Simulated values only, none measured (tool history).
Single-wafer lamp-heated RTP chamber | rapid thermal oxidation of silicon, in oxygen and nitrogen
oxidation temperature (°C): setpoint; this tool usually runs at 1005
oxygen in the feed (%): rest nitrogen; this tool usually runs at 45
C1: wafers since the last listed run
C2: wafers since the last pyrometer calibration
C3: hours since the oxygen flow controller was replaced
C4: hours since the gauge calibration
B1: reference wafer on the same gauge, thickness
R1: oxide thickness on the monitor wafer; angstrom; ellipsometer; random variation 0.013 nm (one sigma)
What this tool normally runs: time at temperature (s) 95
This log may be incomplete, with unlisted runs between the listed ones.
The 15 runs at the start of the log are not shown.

{"run": 16, "hour": 478.4, "oxidation temperature (°C)": 1005, "time at temperature (s)": 95, "oxygen in the feed (%)": 45, "C1": 330, "C2": 805, "C3": 220.7, "C4": 880.5, "B1": 6.324, "R1": 60.91}
{"hour": 492.3, "done": "gauge calibrated"}
{"run": 17, "hour": 493.7, "oxidation temperature (°C)": 991, "time at temperature (s)": 50, "oxygen in the feed (%)": 45, "C1": 148, "C2": 954, "C3": 236, "C4": 1.4, "B1": 6.332, "R1": 42.2}
{"run": 18, "hour": 522.8, "oxidation temperature (°C)": 1005, "time at temperature (s)": 95, "oxygen in the feed (%)": 72, "C1": 282, "C2": 1236, "C3": 265.1, "C4": 30.5, "B1": 6.33, "R1": 72.21}
{"run": 19, "hour": 538.1, "oxidation temperature (°C)": 1005, "time at temperature (s)": 95, "oxygen in the feed (%)": 45, "C1": 148, "C2": 1385, "C3": 280.4, "C4": 45.8, "B1": 6.331, "R1": 61.43}
{"run": 20, "hour": 553.9, "oxidation temperature (°C)": 1005, "time at temperature (s)": 95, "oxygen in the feed (%)": 45, "C1": 153, "C2": 1538, "C3": 296.2, "C4": 61.6, "B1": 6.334, "R1": 61.39}
{"run": 21, "hour": 576.0, "oxidation temperature (°C)": 1005, "time at temperature (s)": 109, "oxygen in the feed (%)": 45, "C1": 214, "C2": 1753, "C3": 318.3, "C4": 83.7, "B1": 6.33, "R1": 65.2}
{"run": 22, "hour": 610.5, "oxidation temperature (°C)": 1032, "time at temperature (s)": 95, "oxygen in the feed (%)": 69, "C1": 335, "C2": 2088, "C3": 352.8, "C4": 118.2, "B1": 6.329, "R1": 86.25}
{"run": 23, "hour": 638.1, "oxidation temperature (°C)": 1005, "time at temperature (s)": 95, "oxygen in the feed (%)": 45, "C1": 268, "C2": 2356, "C3": 380.4, "C4": 145.8, "B1": 6.33, "R1": 61.37}
{"hour": 648.4, "done": "pyrometer window cleaned and pyrometer calibrated, repeated, since the last time left the tool worse"}
{"run": 24, "hour": 660.5, "oxidation temperature (°C)": 1017, "time at temperature (s)": 95, "oxygen in the feed (%)": 30, "C1": 139, "C2": 117, "C3": 402.8, "C4": 168.2, "B1": 6.326, "R1": 54.68}
{"run": 25, "hour": 695.8, "oxidation temperature (°C)": 1013, "time at temperature (s)": 75, "oxygen in the feed (%)": 33, "C1": 342, "C2": 460, "C3": 438.1, "C4": 203.5, "B1": 6.334, "R1": 49.39}
{"run": 26, "hour": 731.1, "oxidation temperature (°C)": 983, "time at temperature (s)": 130, "oxygen in the feed (%)": 17, "C1": 342, "C2": 803, "C3": 473.4, "C4": 238.8, "B1": 6.327, "R1": 41.12}
{"run": 27, "hour": 747.0, "oxidation temperature (°C)": 1005, "time at temperature (s)": 95, "oxygen in the feed (%)": 45, "C1": 154, "C2": 957, "C3": 489.3, "C4": 254.7, "B1": 6.334, "R1": 57.58}
{"run": 28, "hour": 774.4, "oxidation temperature (°C)": 978, "time at temperature (s)": 68, "oxygen in the feed (%)": 45, "C1": 266, "C2": 1223, "C3": 516.7, "C4": 282.1, "B1": 6.326, "R1": 41.36}
{"run": 29, "hour": 796.8, "oxidation temperature (°C)": 1005, "time at temperature (s)": 95, "oxygen in the feed (%)": 20, "C1": 217, "C2": 1441, "C3": 539.1, "C4": 304.5, "B1": 6.329, "R1": 44.21}
{"run": 30, "hour": 811.7, "oxidation temperature (°C)": 1005, "time at temperature (s)": 142, "oxygen in the feed (%)": 54, "C1": 144, "C2": 1586, "C3": 554, "C4": 319.4, "B1": 6.327, "R1": 73.48}
{"run": 31, "hour": 838.0, "oxidation temperature (°C)": 986, "time at temperature (s)": 141, "oxygen in the feed (%)": 25, "C1": 255, "C2": 1841, "C3": 580.3, "C4": 345.7, "B1": 6.328, "R1": 49.23}
{"run": 32, "hour": 866.1, "oxidation temperature (°C)": 1005, "time at temperature (s)": 109, "oxygen in the feed (%)": 45, "C1": 272, "C2": 2114, "C3": 608.4, "C4": 373.8, "B1": 6.328, "R1": 61.27}
{"run": 33, "hour": 890.2, "oxidation temperature (°C)": 1005, "time at temperature (s)": 95, "oxygen in the feed (%)": 45, "C1": 234, "C2": 2348, "C3": 632.5, "C4": 397.9, "B1": 6.334, "R1": 57.84}
{"run": 34, "hour": 920.0, "oxidation temperature (°C)": 1024, "time at temperature (s)": 135, "oxygen in the feed (%)": 29, "C1": 289, "C2": 2637, "C3": 662.3, "C4": 427.7, "B1": 6.329, "R1": 66.74}
{"run": 35, "hour": 934.5, "oxidation temperature (°C)": 976, "time at temperature (s)": 57, "oxygen in the feed (%)": 59, "C1": 140, "C2": 2778, "C3": 676.8, "C4": 442.2, "B1": 6.329, "R1": 41.68}
{"run": 36, "hour": 958.3, "oxidation temperature (°C)": 1021, "time at temperature (s)": 110, "oxygen in the feed (%)": 30, "C1": 231, "C2": 3009, "C3": 700.6, "C4": 466, "B1": 6.334, "R1": 60.34}
{"run": 37, "hour": 980.5, "oxidation temperature (°C)": 1005, "time at temperature (s)": 137, "oxygen in the feed (%)": 23, "C1": 215, "C2": 3225, "C3": 722.8, "C4": 488.2, "B1": 6.333, "R1": 54.21}
{"run": 38, "hour": 1031.8, "oxidation temperature (°C)": 996, "time at temperature (s)": 117, "oxygen in the feed (%)": 23, "C1": 498, "C2": 3723, "C3": 774.1, "C4": 539.5, "B1": 6.331, "R1": 48.17}

4 ways to go on from here, each from the tool as it stands after run 38. What would each give?
{"run": "A", "hour": 1032.2, "oxidation temperature (°C)": 1005, "time at temperature (s)": 95, "oxygen in the feed (%)": 45, "C1": 3, "C2": 3727, "C3": 774.5, "C4": 539.9, "B1": "?", "R1": "?"}
{"run": "B", "hour": 1032.2, "oxidation temperature (°C)": 1030, "time at temperature (s)": 95, "oxygen in the feed (%)": 61, "C1": 3, "C2": 3727, "C3": 774.5, "C4": 539.9, "B1": "?", "R1": "?"}
{"run": "C", "hour": 1032.2, "oxidation temperature (°C)": 1014, "time at temperature (s)": 95, "oxygen in the feed (%)": 72, "C1": 3, "C2": 3727, "C3": 774.5, "C4": 539.9, "B1": "?", "R1": "?"}
{"run": "D", "hour": 1032.2, "oxidation temperature (°C)": 1005, "time at temperature (s)": 51, "oxygen in the feed (%)": 36, "C1": 3, "C2": 3727, "C3": 774.5, "C4": 539.9, "B1": "?", "R1": "?"}

run=A B1=6.33 R1=58.53
run=B B1=6.33 R1=77.78
run=C B1=6.33 R1=73.62
run=D B1=6.33 R1=41.79
Had the tool no hidden state, the same runs would have come out as:
run=A R1=57.22
run=B R1=76.06
run=C R1=71.96
run=D R1=40.94
